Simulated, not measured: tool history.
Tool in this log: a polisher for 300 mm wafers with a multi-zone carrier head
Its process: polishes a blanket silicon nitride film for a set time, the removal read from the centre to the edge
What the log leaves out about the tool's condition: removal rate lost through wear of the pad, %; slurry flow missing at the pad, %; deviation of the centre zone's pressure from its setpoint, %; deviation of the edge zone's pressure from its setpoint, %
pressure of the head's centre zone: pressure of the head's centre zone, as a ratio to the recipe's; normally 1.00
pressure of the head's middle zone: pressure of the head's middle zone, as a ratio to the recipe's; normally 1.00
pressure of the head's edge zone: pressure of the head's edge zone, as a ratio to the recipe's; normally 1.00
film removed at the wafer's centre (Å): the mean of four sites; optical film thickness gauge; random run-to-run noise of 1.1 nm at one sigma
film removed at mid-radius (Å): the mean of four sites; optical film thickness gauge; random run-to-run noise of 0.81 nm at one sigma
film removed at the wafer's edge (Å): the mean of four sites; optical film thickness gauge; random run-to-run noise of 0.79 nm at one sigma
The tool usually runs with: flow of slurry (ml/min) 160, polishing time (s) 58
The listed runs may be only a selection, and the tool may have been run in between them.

run     day  flow of slurry (ml/min)  pressure of the head's centre zone  pressure of the head's middle zone  pressure of the head's edge zone  polishing time (s)  wafers since the last listed run  wafers polished on this pad  hours since the slurry nozzle was cleaned  hours since the centre zone pressure was calibrated  hours since the edge zone pressure was calibrated  hours since the carrier head's membrane was replaced  incoming thickness of the incoming film, nm  film removed at the wafer's centre (Å)  film removed at mid-radius (Å)  film removed at the wafer's edge (Å)
  1   0.000                      160                                1.00                                0.97                              0.95                  58                                 0                         1468                                      457.3                                                843.9                                              730.3                                                 657.6                                        588.2                                     715                             706                                   704
      0.483  -- worn pad replaced by a new one
  2   1.371                      160                                1.00                                0.97                              0.95                  58                               212                          156                                      490.2                                                876.8                                              763.2                                                 690.5                                        602.5                                     785                             804                                   812
  3   2.721                      160                                1.00                                1.00                              1.00                  58                               237                          394                                      522.6                                                909.2                                              795.6                                                 722.9                                        589.0                                     806                             804                                   818
  4   4.079                      160                                1.00                                1.00                              1.00                  58                               239                          633                                      555.2                                                941.8                                              828.2                                                 755.5                                        596.4                                     767                             784                                   797
  5   5.375                      160                                1.00                                1.00                              1.00                  58                               228                          862                                      586.3                                                972.9                                              859.3                                                 786.6                                        580.0                                     743                             754                                   790
      6.129  -- edge zone pressure recalibrated
  6   6.150                      120                                1.00                                0.92                              1.00                  58                               121                          984                                      604.9                                                991.5                                                0.5                                                 805.2                                        594.2                                     640                             613                                   703
  7   6.654                      160                                1.00                                1.09                              1.00                  58                                88                         1073                                      617.0                                               1003.6                                               12.6                                                 817.3                                        582.3                                     710                             784                                   748
  8   7.179                      140                                1.04                                1.00                              1.00                  39                                92                         1165                                      629.6                                               1016.2                                               25.2                                                 829.9                                        598.6                                     456                             454                                   474
      7.442  -- worn pad replaced by a new one
      8.079  -- slurry nozzle cleaned
  9   8.629                      160                                1.00                                0.97                              0.95                  58                               218                          201                                       13.2                                               1051.0                                               60.0                                                 864.7                                        592.1                                     897                             868                                   869
 10   9.142                      160                                0.91                                1.05                              1.00                  58                                90                          292                                       25.5                                               1063.3                                               72.3                                                 877.0                                        594.6                                     836                             934                                   881
      9.367  -- centre zone pressure recalibrated
 11   9.996                      185                                1.00                                1.08                              1.00                  58                               135                          428                                       46.0                                                 15.1                                               92.8                                                 897.5                                        586.2                                     890                             975                                   894
     11.104  -- carrier head's membrane replaced by a new one
 12  13.842                      215                                1.00                                1.00                              1.00                  65                               641                         1069                                      138.3                                                107.4                                              185.1                                                  65.7                                        593.3                                     972                             979                                   948
     14.675  -- worn pad replaced by a new one
 13  15.162                      160                                1.00                                0.97                              0.95                  58                               203                           85                                      170.0                                                139.1                                              216.8                                                  97.4                                        584.1                                     864                             863                                   841
 14  15.767                      160                                0.92                                1.00                              0.90                  58                               106                          192                                      184.5                                                153.6                                              231.3                                                 111.9                                        592.4                                     810                             884                                   814

What if the next run were any one of these 4? Each begins from the tool's condition after run 14:
  A  15.783                      160                                1.00                                1.00                              1.00                  58                                 2                          195                                      184.9                                                154.0                                              231.7                                                 112.3                                        593.1                                       ?                               ?                                     ?
  B  15.783                      160                                1.00                                1.00                              0.94                  58                                 2                          195                                      184.9                                                154.0                                              231.7                                                 112.3                                        593.1                                       ?                               ?                                     ?
  C  15.783                      160                                0.89                                1.00                              1.00                  58                                 2                          195                                      184.9                                                154.0                                              231.7                                                 112.3                                        593.1                                       ?                               ?                                     ?
  D  15.783                      115                                1.00                                1.00                              1.00                  58                                 2                          195                                      184.9                                                154.0                                              231.7                                                 112.3                                        593.1                                       ?                               ?                                     ?

run  film removed at the wafer's centre (Å)  film removed at mid-radius (Å)  film removed at the wafer's edge (Å)
  A                                     872                             863                                   866
  B                                     872                             863                                   841
  C                                     801                             863                                   866
  D                                     785                             787                                   813
With the hidden condition removed and each run's random variation left untouched, the same runs would have given:
run  film removed at the wafer's centre (Å)  film removed at mid-radius (Å)  film removed at the wafer's edge (Å)
  A                                     916                             902                                   898
  B                                     916                             902                                   872
  C                                     841                             903                                   898
  D                                     837                             833                                   849
